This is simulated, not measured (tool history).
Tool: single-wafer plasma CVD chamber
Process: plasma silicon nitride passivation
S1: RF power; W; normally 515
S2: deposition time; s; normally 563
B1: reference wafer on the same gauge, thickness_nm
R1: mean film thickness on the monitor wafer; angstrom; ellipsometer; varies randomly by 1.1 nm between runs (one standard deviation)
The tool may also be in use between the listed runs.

run   hour   S1   S2       B1       R1
  1      0  495  563  642.861  6954.94
  2   30.9  495  563  643.004  6941.71
  3   45.6  515  563  642.898  7030.36
  4     70  515  563  643.063  7027.72
  5  128.3  515  563  643.255  7043.59
  6  144.5  515  563  643.025  7014.98
  7  161.5  515  563   642.77  7046.47
     174.7  -- showerhead replaced
  8    185  515  563  643.031  7026.71
  9  201.1  460  563  643.093  6817.77
 10  218.9  460  563  642.939  6793.29
 11  242.1  515  563  642.861  7030.69
 12  259.5  605  455  643.129  5961.54
 13  278.2  515  563  642.691  7045.95

Expected results for the next run?
     298.4  -- gauge calibrated
     319.3  -- RF generator calibrated
 14  319.8  515  488   ?   ?

Logged for run 14: B1 643.275, R1 6087.18 angstrom.
With the hidden condition absent and the run-to-run variation left alone, this run would have shown R1 6087.18 angstrom.
